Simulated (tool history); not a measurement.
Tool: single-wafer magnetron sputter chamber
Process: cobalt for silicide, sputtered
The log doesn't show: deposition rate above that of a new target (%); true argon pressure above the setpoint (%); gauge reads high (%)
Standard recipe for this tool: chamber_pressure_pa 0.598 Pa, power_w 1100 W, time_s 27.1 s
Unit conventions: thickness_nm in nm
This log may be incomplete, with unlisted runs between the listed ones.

run   hour  chamber_pressure_pa  power_w  time_s  wafers since the last listed run  wafers on the sputter target  hours since the last manometer calibration  hours since the magnet pack was replaced  hours since the gauge calibration  read-back reference wafer on the same gauge, thickness_nm  thickness_nm
  1    0.0                0.598     1100    27.1                                 0                           892                                       695.8                                   10522.1                              903.8                                                     14.025        14.286
  2   32.5                0.542     1100    23.4                               716                          1609                                       728.3                                   10554.6                              936.3                                                     14.008        12.571
  3   54.3                0.542     1100    23.4                               480                          2089                                       750.1                                   10576.4                              958.1                                                     13.983        12.466
  4   68.2                0.598     1100    27.1                               306                          2395                                       764.0                                   10590.3                              972.0                                                     14.010        14.306
  5   98.7                0.598     1100    27.1                               672                          3068                                       794.5                                   10620.8                             1002.5                                                     13.992        14.288
  6  117.9                0.598     1100    27.1                               423                          3491                                       813.7                                   10640.0                             1021.7                                                     13.995        14.406
  7  133.5                0.598     1100    27.1                               343                          3835                                       829.3                                   10655.6                             1037.3                                                     14.014        14.361
  8  148.0                0.598     1100    27.1                               319                          4154                                       843.8                                   10670.1                             1051.8                                                     13.997        14.279
  9  173.7                0.598     1100    27.1                               566                          4721                                       869.5                                   10695.8                             1077.5                                                     13.990        14.273
     185.7  -- sputter target and shields replaced
 10  193.9                0.598     1100    27.1                               268                           179                                       889.7                                   10716.0                             1097.7                                                     14.015        14.442
 11  210.0                0.598      950    27.1                               354                           534                                       905.8                                   10732.1                             1113.8                                                     14.014        12.352
     213.0  -- gauge calibrated
 12  227.1                0.598      950    27.1                               376                           911                                       922.9                                   10749.2                               14.1                                                     14.002        12.257
 13  243.5                0.709     1350    31.1                               361                          1272                                       939.3                                   10765.6                               30.5                                                     14.022        19.586
 14  273.2                0.598     1100    27.1                               654                          1927                                       969.0                                   10795.3                               60.2                                                     13.982        14.381
 15  302.9                0.598     1100    27.1                               654                          2582                                       998.7                                   10825.0                               89.9                                                     13.982        14.415
 16  318.9                0.598     1200    30.2                               352                          2934                                      1014.7                                   10841.0                              105.9                                                     13.996        17.425
 17  353.8                0.507     1350    30.1                               769                          3703                                      1049.6                                   10875.9                              140.8                                                     13.997        20.050
 18  386.6                0.403      850    27.1                               722                          4426                                      1082.4                                   10908.7                              173.6                                                     13.988        11.659
 19  410.2                0.598      900    24.1                               520                          4947                                      1106.0                                   10932.3                              197.2                                                     13.995        10.489
 20  428.5                0.690      950    25.6                               403                          5350                                      1124.3                                   10950.6                              215.5                                                     13.999        11.576
     437.6  -- sputter target and shields replaced
 21  446.1                0.723      900    27.1                               211                           187                                      1141.9                                   10968.2                              233.1                                                     14.003        11.419
 22  477.2                0.442      950    29.5                               685                           872                                      1173.0                                   10999.3                              264.2                                                     13.999        14.136
 23  498.9                0.486     1350    29.4                               478                          1351                                      1194.7                                   11021.0                              285.9                                                     14.019        19.800
 24  514.8                0.401     1250    32.0                               350                          1701                                      1210.6                                   11036.9                              301.8                                                     14.001        20.375
     527.3  -- magnet pack replaced
 25  535.4                0.598     1250    27.1                               277                          1979                                      1231.2                                       8.1                              322.4                                                     14.021        16.509
     550.0  -- capacitance manometer re-zeroed and calibrated
 26  550.5                0.598     1300    23.3                               156                          2135                                         0.5                                      23.2                              337.5                                                     13.994        14.426
 27  566.7                0.388      950    31.4                               357                          2492                                        16.7                                      39.4                              353.7                                                     13.979        15.046
 28  583.4                0.598      900    24.1                               368                          2860                                        33.4                                      56.1                              370.4                                                     14.003        10.307
 29  609.4                0.504     1250    23.8                               573                          3434                                        59.4                                      82.1                              396.4                                                     14.011        14.472
 30  634.3                0.746      850    27.1                               548                          3982                                        84.3                                     107.0                              421.3                                                     14.023        10.575
 31  668.9                0.442     1150    31.2                               762                          4745                                       118.9                                     141.6                              455.9                                                     13.997        17.892
     691.5  -- sputter target and shields replaced
 32  697.1                0.598     1350    22.4                               445                           124                                       147.1                                     169.8                              484.1                                                     14.006        14.335
 33  723.7                0.746      850    27.1                               586                           710                                       173.7                                     196.4                              510.7                                                     13.990        10.588
 34  759.3                0.708     1250    24.7                               784                          1495                                       209.3                                     232.0                              546.3                                                     14.019        14.337
 35  781.9                0.377      900    22.1                               498                          1993                                       231.9                                     254.6                              568.9                                                     14.017         9.963
 36  797.9                0.830     1350    23.8                               352                          2345                                       247.9                                     270.6                              584.9                                                     13.995        14.555

3 ways to go on from here, each from the tool as it stands after run 36. What would each give?
  A  798.3                0.598     1100    23.6                                 8                          2354                                       248.3                                     271.0                              585.3                                                          ?             ?
  B  798.3                0.396     1100    27.1                                 8                          2354                                       248.3                                     271.0                              585.3                                                          ?             ?
  C  798.3                0.598     1350    29.1                                 8                          2354                                       248.3                                     271.0                              585.3                                                          ?             ?

run  read-back reference wafer on the same gauge, thickness_nm  thickness_nm
  A                                                     14.007        12.397
  B                                                     14.007        14.983
  C                                                     14.007        18.760
Had the tool no hidden state, the same runs would have come out as:
run  thickness_nm
  A        12.320
  B        14.916
  C        18.644
